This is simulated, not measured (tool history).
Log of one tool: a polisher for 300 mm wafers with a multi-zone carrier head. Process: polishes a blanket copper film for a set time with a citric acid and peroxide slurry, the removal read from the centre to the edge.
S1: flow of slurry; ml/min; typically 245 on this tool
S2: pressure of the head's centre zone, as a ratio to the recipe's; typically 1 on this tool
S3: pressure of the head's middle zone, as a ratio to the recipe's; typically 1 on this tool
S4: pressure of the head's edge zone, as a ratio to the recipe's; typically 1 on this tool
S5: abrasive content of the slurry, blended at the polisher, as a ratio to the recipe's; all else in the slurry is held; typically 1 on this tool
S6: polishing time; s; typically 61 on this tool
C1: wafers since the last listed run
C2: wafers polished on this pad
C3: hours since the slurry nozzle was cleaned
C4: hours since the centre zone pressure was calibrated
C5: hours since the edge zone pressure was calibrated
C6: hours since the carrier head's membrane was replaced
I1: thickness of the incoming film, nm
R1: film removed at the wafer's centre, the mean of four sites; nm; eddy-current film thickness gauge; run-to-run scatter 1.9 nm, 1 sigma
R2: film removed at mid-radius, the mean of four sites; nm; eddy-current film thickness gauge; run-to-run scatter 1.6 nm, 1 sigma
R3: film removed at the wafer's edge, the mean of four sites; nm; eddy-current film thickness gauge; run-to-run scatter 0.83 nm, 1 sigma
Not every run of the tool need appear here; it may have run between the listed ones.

{"run": 1, "hour": 0.0, "S1": 245, "S2": 1, "S3": 1, "S4": 1, "S5": 1, "S6": 61, "C1": 0, "C2": 3, "C3": 535.4, "C4": 219.9, "C5": 308.7, "C6": 991.8, "I1": 1023.9, "R1": 114.7, "R2": 125.5, "R3": 129.1}
{"run": 2, "hour": 16.0, "S1": 245, "S2": 1, "S3": 1, "S4": 1, "S5": 1, "S6": 61, "C1": 182, "C2": 186, "C3": 551.4, "C4": 235.9, "C5": 324.7, "C6": 1007.8, "I1": 1054.1, "R1": 115.6, "R2": 125.8, "R3": 128}
{"run": 3, "hour": 29.9, "S1": 275, "S2": 1, "S3": 1, "S4": 1, "S5": 1, "S6": 61, "C1": 158, "C2": 345, "C3": 565.3, "C4": 249.8, "C5": 338.6, "C6": 1021.7, "I1": 1045.8, "R1": 115.8, "R2": 128, "R3": 129.7}
{"run": 4, "hour": 45.6, "S1": 275, "S2": 1, "S3": 1, "S4": 1, "S5": 1, "S6": 61, "C1": 179, "C2": 524, "C3": 581, "C4": 265.5, "C5": 354.3, "C6": 1037.4, "I1": 1038.9, "R1": 112.5, "R2": 126.4, "R3": 125.1}
{"run": 5, "hour": 63.2, "S1": 175, "S2": 1, "S3": 1, "S4": 1, "S5": 1, "S6": 61, "C1": 201, "C2": 725, "C3": 598.6, "C4": 283.1, "C5": 371.9, "C6": 1055, "I1": 1059.9, "R1": 99.5, "R2": 113.7, "R3": 115.8}
{"run": 6, "hour": 71.7, "S1": 175, "S2": 1, "S3": 1, "S4": 1, "S5": 1, "S6": 61, "C1": 97, "C2": 822, "C3": 607.1, "C4": 291.6, "C5": 380.4, "C6": 1063.5, "I1": 1033.7, "R1": 100.3, "R2": 112.5, "R3": 114}
{"hour": 84.2, "done": "worn pad replaced by a new one"}
{"run": 7, "hour": 88.4, "S1": 175, "S2": 1, "S3": 1, "S4": 1, "S5": 1, "S6": 61, "C1": 145, "C2": 48, "C3": 623.8, "C4": 308.3, "C5": 397.1, "C6": 1080.2, "I1": 1041, "R1": 106.8, "R2": 121.5, "R3": 122.2}
{"hour": 94.0, "done": "edge zone pressure recalibrated"}
{"run": 8, "hour": 101.8, "S1": 245, "S2": 1, "S3": 1, "S4": 0.93, "S5": 1, "S6": 61, "C1": 130, "C2": 178, "C3": 637.2, "C4": 321.7, "C5": 7.8, "C6": 1093.6, "I1": 1047.7, "R1": 109.5, "R2": 127.6, "R3": 123.2}
{"hour": 119.2, "done": "centre zone pressure recalibrated"}
{"run": 9, "hour": 121.2, "S1": 245, "S2": 1, "S3": 1, "S4": 1, "S5": 1, "S6": 61, "C1": 198, "C2": 377, "C3": 656.6, "C4": 2, "C5": 27.2, "C6": 1113, "I1": 1054.5, "R1": 127.1, "R2": 126.7, "R3": 125.7}
{"run": 10, "hour": 137.6, "S1": 170, "S2": 1.05, "S3": 0.9, "S4": 1, "S5": 1, "S6": 61, "C1": 187, "C2": 564, "C3": 673, "C4": 18.4, "C5": 43.6, "C6": 1129.4, "I1": 1028, "R1": 121.2, "R2": 106.4, "R3": 117.4}
{"run": 11, "hour": 146.7, "S1": 245, "S2": 1, "S3": 1, "S4": 1, "S5": 1, "S6": 61, "C1": 103, "C2": 668, "C3": 682.1, "C4": 27.5, "C5": 52.7, "C6": 1138.5, "I1": 1054.2, "R1": 120.1, "R2": 121.9, "R3": 121.4}
{"hour": 154.8, "done": "carrier head's membrane replaced by a new one"}
{"hour": 161.1, "done": "slurry nozzle cleaned"}
{"run": 12, "hour": 163.0, "S1": 245, "S2": 1, "S3": 1, "S4": 1, "S5": 1.3, "S6": 82, "C1": 117, "C2": 786, "C3": 1.9, "C4": 43.8, "C5": 69, "C6": 8.2, "I1": 1050.3, "R1": 164.7, "R2": 169.3, "R3": 169.7}
{"run": 13, "hour": 173.3, "S1": 245, "S2": 1, "S3": 0.95, "S4": 0.96, "S5": 0.85, "S6": 80, "C1": 117, "C2": 904, "C3": 12.2, "C4": 54.1, "C5": 79.3, "C6": 18.5, "I1": 1046.5, "R1": 141.2, "R2": 135.4, "R3": 140.9}
{"hour": 177.4, "done": "worn pad replaced by a new one"}
{"run": 14, "hour": 186.0, "S1": 245, "S2": 0.91, "S3": 1.09, "S4": 1, "S5": 1.2, "S6": 72, "C1": 99, "C2": 98, "C3": 24.9, "C4": 66.8, "C5": 92, "C6": 31.2, "I1": 1028.6, "R1": 140.4, "R2": 173.1, "R3": 155.4}
{"run": 15, "hour": 193.9, "S1": 325, "S2": 1, "S3": 1, "S4": 1, "S5": 1.3, "S6": 52, "C1": 90, "C2": 188, "C3": 32.8, "C4": 74.7, "C5": 99.9, "C6": 39.1, "I1": 1056.2, "R1": 115.4, "R2": 119.2, "R3": 117}
{"run": 16, "hour": 211.6, "S1": 245, "S2": 0.91, "S3": 1.09, "S4": 1, "S5": 1.2, "S6": 72, "C1": 202, "C2": 391, "C3": 50.5, "C4": 92.4, "C5": 117.6, "C6": 56.8, "I1": 1051.4, "R1": 131.4, "R2": 168.5, "R3": 155}
{"run": 17, "hour": 224.8, "S1": 245, "S2": 1, "S3": 1, "S4": 1, "S5": 1, "S6": 72, "C1": 150, "C2": 541, "C3": 63.7, "C4": 105.6, "C5": 130.8, "C6": 70, "I1": 1044.1, "R1": 136.8, "R2": 146.4, "R3": 145.1}

Predict each of these 3 candidate next runs independently; none follows another, all start after run 17:
{"run": "A", "hour": 225.2, "S1": 245, "S2": 1, "S3": 1.05, "S4": 1, "S5": 1, "S6": 61, "C1": 4, "C2": 546, "C3": 64.1, "C4": 106, "C5": 131.2, "C6": 70.4, "I1": 1056.1, "R1": "?", "R2": "?", "R3": "?"}
{"run": "B", "hour": 225.2, "S1": 245, "S2": 1.06, "S3": 1, "S4": 1, "S5": 1, "S6": 61, "C1": 4, "C2": 546, "C3": 64.1, "C4": 106, "C5": 131.2, "C6": 70.4, "I1": 1056.1, "R1": "?", "R2": "?", "R3": "?"}
{"run": "C", "hour": 225.2, "S1": 245, "S2": 1, "S3": 1, "S4": 1, "S5": 0.75, "S6": 61, "C1": 4, "C2": 546, "C3": 64.1, "C4": 106, "C5": 131.2, "C6": 70.4, "I1": 1056.1, "R1": "?", "R2": "?", "R3": "?"}

run=A R1=116.2 R2=127.5 R3=123.7
run=B R1=123.3 R2=122.3 R3=123.7
run=C R1=107.2 R2=112.9 R3=114.2
Without the tool's unlogged condition, the same runs would have read:
run=A R1=129.7 R2=132.8 R3=128.8
run=B R1=137.5 R2=127.4 R3=128.9
run=C R1=119.7 R2=117.6 R3=118.9
